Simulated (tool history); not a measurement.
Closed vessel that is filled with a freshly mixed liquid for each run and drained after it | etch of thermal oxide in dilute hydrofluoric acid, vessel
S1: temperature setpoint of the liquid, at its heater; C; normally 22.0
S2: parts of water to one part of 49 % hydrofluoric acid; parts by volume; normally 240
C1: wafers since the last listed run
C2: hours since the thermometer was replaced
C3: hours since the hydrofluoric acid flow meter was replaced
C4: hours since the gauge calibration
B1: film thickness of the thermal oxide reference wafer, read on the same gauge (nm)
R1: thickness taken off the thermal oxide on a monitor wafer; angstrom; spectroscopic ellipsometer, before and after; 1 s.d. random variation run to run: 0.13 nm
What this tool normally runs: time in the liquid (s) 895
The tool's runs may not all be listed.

Run 1, day 0.000: usual settings; C1 0; C2 581.1; C3 1003.9; C4 683.8; B1 90.00. Result: R1 158.6 angstrom.
Run 2, day 3.738: usual settings; C1 5406; C2 670.8; C3 1093.6; C4 773.5; B1 89.99. Result: R1 156.8 angstrom.
Run 3, day 7.283: usual settings; C1 5129; C2 755.9; C3 1178.7; C4 858.6; B1 89.98. Result: R1 159.3 angstrom.
Run 4, day 9.992: usual settings; C1 3917; C2 820.9; C3 1243.7; C4 923.6; B1 89.98. Result: R1 163.8 angstrom.
Run 5, day 19.333: usual settings; C1 13513; C2 1045.1; C3 1467.9; C4 1147.8; B1 89.98. Result: R1 164.6 angstrom.
At day 20.679: hydrofluoric acid flow meter replaced.
At day 21.033: thermometer replaced.
Run 6, day 23.400: usual settings; C1 5762; C2 56.8; C3 65.3; C4 1245.4; B1 90.00. Result: R1 146.9 angstrom.
Run 7, day 26.079: usual settings; C1 3875; C2 121.1; C3 129.6; C4 1309.7; B1 89.98. Result: R1 146.2 angstrom.
Run 8, day 29.008: usual settings; C1 4237; C2 191.4; C3 199.9; C4 1380.0; B1 90.00. Result: R1 147.1 angstrom.
Run 9, day 42.204: usual settings but S2 315 parts by volume; C1 19088; C2 508.1; C3 516.6; C4 1696.7; B1 89.98. Result: R1 107.5 angstrom.
Run 10, day 46.221: usual settings but S1 24.0 C, S2 200 parts by volume, time in the liquid (s) 630; C1 5810; C2 604.5; C3 613.0; C4 1793.1; B1 90.02. Result: R1 146.1 angstrom.
At day 47.558: gauge calibrated.
Run 11, day 49.412: usual settings but S2 135 parts by volume; C1 4616; C2 681.1; C3 689.6; C4 44.5; B1 90.00. Result: R1 304.1 angstrom.
Run 12, day 51.817: usual settings but S1 24.5 C, time in the liquid (s) 1170; C1 3477; C2 738.8; C3 747.3; C4 102.2; B1 90.00. Result: R1 221.1 angstrom.
Run 13, day 54.300: usual settings but S2 285 parts by volume, time in the liquid (s) 1410; C1 3592; C2 798.4; C3 806.9; C4 161.8; B1 90.03. Result: R1 195.8 angstrom.
Run 14, day 55.971: usual settings; C1 2416; C2 838.5; C3 847.0; C4 201.9; B1 90.04. Result: R1 155.6 angstrom.
Run 15, day 58.033: usual settings but S2 300 parts by volume; C1 2983; C2 888.0; C3 896.5; C4 251.4; B1 89.97. Result: R1 117.3 angstrom.
Run 16, day 61.138: usual settings but S2 320 parts by volume, time in the liquid (s) 1215; C1 4490; C2 962.5; C3 971.0; C4 325.9; B1 90.02. Result: R1 147.9 angstrom.
Run 17, day 64.600: usual settings; C1 5008; C2 1045.6; C3 1054.1; C4 409.0; B1 89.99. Result: R1 159.7 angstrom.
Run 18, day 68.025: usual settings; C1 4954; C2 1127.8; C3 1136.3; C4 491.2; B1 90.01. Result: R1 159.7 angstrom.

Branching from run 18: 4 alternative next runs. What would each branch give?
Run A, day 68.062: usual settings but S2 155 parts by volume; C1 54; C2 1128.7; C3 1137.2; C4 492.1; B1 ?. Result: R1 ?.
Run B, day 68.062: usual settings but S1 26.5 C, S2 335 parts by volume, time in the liquid (s) 1210; C1 54; C2 1128.7; C3 1137.2; C4 492.1; B1 ?. Result: R1 ?.
Run C, day 68.062: usual settings but S1 18.0 C, S2 285 parts by volume, time in the liquid (s) 380; C1 54; C2 1128.7; C3 1137.2; C4 492.1; B1 ?. Result: R1 ?.
Run D, day 68.062: usual settings but S1 17.5 C; C1 54; C2 1128.7; C3 1137.2; C4 492.1; B1 ?. Result: R1 ?.

run     B1     R1
  A  90.00  266.9
  B  90.00  165.0
  C  90.00   46.9
  D  90.00  133.7
With no hidden state in the tool, these same runs would have given:
run     R1
  A  243.2
  B  148.4
  C   42.5
  D  121.4

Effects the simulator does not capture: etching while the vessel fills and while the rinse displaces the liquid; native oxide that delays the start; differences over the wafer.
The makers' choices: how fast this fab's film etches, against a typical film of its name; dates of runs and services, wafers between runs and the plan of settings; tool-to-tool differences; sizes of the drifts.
